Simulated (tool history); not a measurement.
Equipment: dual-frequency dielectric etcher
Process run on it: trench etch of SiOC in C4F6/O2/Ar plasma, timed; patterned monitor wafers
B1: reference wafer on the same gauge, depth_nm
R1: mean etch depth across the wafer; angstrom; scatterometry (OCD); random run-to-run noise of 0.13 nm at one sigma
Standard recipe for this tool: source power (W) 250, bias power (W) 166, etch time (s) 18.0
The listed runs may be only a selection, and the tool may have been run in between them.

Run 1, hour 0.0: usual settings but etch time (s) 14.5; B1 31.45. Result: R1 251.7 angstrom.
Run 2, hour 105.0: usual settings but etch time (s) 14.5; B1 31.42. Result: R1 249.8 angstrom.
Run 3, hour 143.9: usual settings but etch time (s) 14.5; B1 31.44. Result: R1 251.2 angstrom.
Run 4, hour 195.0: usual settings but source power (W) 300, etch time (s) 20.0; B1 31.46. Result: R1 388.8 angstrom.
At hour 227.3: wet clean of the chamber.
Run 5, hour 296.8: usual settings but source power (W) 300, etch time (s) 20.0; B1 31.45. Result: R1 374.5 angstrom.
Run 6, hour 391.0: usual settings but etch time (s) 14.0; B1 31.47. Result: R1 236.5 angstrom.
Run 7, hour 497.9: usual settings but etch time (s) 14.0; B1 31.33. Result: R1 238.9 angstrom.
Run 8, hour 596.7: usual settings but bias power (W) 194, etch time (s) 21.5; B1 31.34. Result: R1 388.5 angstrom.
Run 9, hour 680.4: usual settings but bias power (W) 194, etch time (s) 21.5; B1 31.38. Result: R1 390.0 angstrom.
Run 10, hour 792.9: usual settings but bias power (W) 194, etch time (s) 21.5; B1 31.42. Result: R1 393.1 angstrom.
At hour 847.4: wet clean of the chamber.
Run 11, hour 847.9: usual settings; B1 31.43. Result: R1 302.4 angstrom.
At hour 1059.0: gauge calibrated.
At hour 1098.4: bias power generator calibrated.
Run 12, hour 1098.9: usual settings; B1 31.38. Result: R1 308.7 angstrom.
Run 13, hour 1187.7: usual settings but etch time (s) 22.5; B1 31.42. Result: R1 388.2 angstrom.
At hour 1218.2: upper electrode replaced.
Run 14, hour 1285.1: usual settings; B1 31.39. Result: R1 312.4 angstrom.
Run 15, hour 1372.1: usual settings but etch time (s) 14.5; B1 31.34. Result: R1 254.3 angstrom.
Run 16, hour 1459.2: usual settings but source power (W) 220, bias power (W) 139, etch time (s) 21.5; B1 31.41. Result: R1 335.7 angstrom.
At hour 1515.0: wet clean of the chamber.
Run 17, hour 1515.5: usual settings but bias power (W) 142, etch time (s) 16.5; B1 31.37. Result: R1 265.2 angstrom.

Run 18, settings as shown, results not yet in. Your forecast:
Run 18, hour 1599.7: usual settings but source power (W) 220, bias power (W) 188, etch time (s) 20.0; B1 ?. Result: R1 ?.

{"run 18": {"B1": 31.38, "R1": 320.9}}
With no hidden state in the tool, this same run would have given R1 311.0 angstrom.
